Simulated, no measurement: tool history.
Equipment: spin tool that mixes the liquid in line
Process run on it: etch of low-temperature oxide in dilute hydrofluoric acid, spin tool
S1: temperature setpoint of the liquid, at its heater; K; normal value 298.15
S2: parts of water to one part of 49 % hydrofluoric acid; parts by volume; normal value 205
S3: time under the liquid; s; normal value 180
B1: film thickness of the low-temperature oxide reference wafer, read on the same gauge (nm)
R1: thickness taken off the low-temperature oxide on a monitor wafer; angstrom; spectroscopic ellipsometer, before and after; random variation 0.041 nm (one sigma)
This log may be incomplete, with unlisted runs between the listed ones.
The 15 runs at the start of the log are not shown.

run,hour,S1,S2,S3,B1,R1
16,1213.4,301.15,265,180,140.77,98.4
17,1311.8,300.15,150,280,140.87,299.2
18,1394.3,296.15,255,70,140.95,33.8
19,1489.2,301.65,165,270,141.01,271.2
20,1560.1,302.65,160,255,141.09,275.8
21,1627.6,300.15,300,105,141.15,47.5
22,1670.0,298.15,205,180,141.19,123.0
# hour 1711.6: hydrofluoric acid flow meter replaced
23,1728.3,295.65,205,130,141.21,80.5
24,1830.8,294.65,205,180,141.29,107.8
25,1916.2,303.15,205,180,141.34,146.2
26,2014.3,300.65,205,180,141.39,134.7
27,2113.1,298.15,295,90,141.42,39.1
28,2149.4,302.15,205,125,141.43,98.6
29,2191.4,296.15,205,75,141.47,47.7
30,2410.3,298.15,125,140,141.53,172.3
31,2479.6,298.15,205,180,141.58,123.1
32,2526.3,298.15,205,180,141.59,123.3

What if the next run were any one of these 4? Each begins from the tool's condition after run 32:
A,2526.8,299.65,205,180,?,?
B,2526.8,298.15,295,145,?,?
C,2526.8,302.65,205,115,?,?
D,2526.8,298.15,285,235,?,?

run,B1,R1
A,141.60,129.8
B,141.60,62.6
C,141.60,92.1
D,141.60,106.1
With the hidden condition removed and each run's random variation left untouched, the same runs would have given:
run,R1
A,128.3
B,61.9
C,91.1
D,105.0
